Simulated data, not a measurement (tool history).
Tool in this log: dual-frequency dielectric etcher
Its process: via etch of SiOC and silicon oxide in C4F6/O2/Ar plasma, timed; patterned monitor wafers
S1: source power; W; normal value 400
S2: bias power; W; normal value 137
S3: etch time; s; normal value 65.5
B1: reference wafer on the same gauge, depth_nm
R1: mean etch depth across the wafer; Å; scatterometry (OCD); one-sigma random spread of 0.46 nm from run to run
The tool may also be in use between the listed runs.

run     day   S1   S2    S3    B1   R1
  1   0.000  400  125  53.5  73.0  525
  2   2.796  400  137  80.0  72.9  802
  3   4.800  400  137  80.0  72.7  797
  4   6.429  400  137  65.5  72.8  657
      7.692  -- bias power generator calibrated
  5   8.825  400  137  65.5  72.7  657
  6  11.908  400  137  65.5  72.6  665
     16.408  -- source power generator calibrated
  7  16.429  450  118  59.5  72.4  601
  8  20.775  310  157  80.0  72.4  723
     20.888  -- gauge calibrated
  9  24.562  400  137  65.5  75.4  678
     27.392  -- wet clean of the chamber
 10  27.412  400  153  65.5  75.3  703
 11  28.871  400  137  65.5  75.2  681
 12  31.662  400  137  60.5  75.1  631
 13  37.329  400  137  65.5  74.9  671
     38.908  -- upper electrode replaced
 14  41.629  400  114  65.5  74.8  640
 15  44.971  330  108  65.5  74.9  567
 16  48.350  330  137  57.5  74.5  535
 17  50.725  310  137  75.5  74.6  677
 18  53.629  400  112  56.0  74.6  539
 19  56.262  370  104  80.0  74.6  727
     59.333  -- wet clean of the chamber
 20  59.354  400  137  65.5  74.2  669
 21  63.550  400  137  65.5  74.4  670
 22  69.888  340  117  65.5  74.1  587
 23  74.067  340  166  79.0  74.0  788
 24  77.208  400  122  78.0  73.8  757
 25  78.854  350  149  75.0  73.8  731
 26  81.483  400  137  52.0  73.7  527
 27  84.021  400  137  65.5  73.7  666
     85.250  -- wet clean of the chamber
 28  87.792  450  106  78.0  73.5  777

Estimate the outcome of run 29 from the log above:
 29  90.854  500  120  77.5   ?   ?

Logged for run 29: B1 73.6, R1 836 Å.
Take away the tool's hidden state, keep the run-to-run variation as it was, and the same run would have given R1 863 Å.
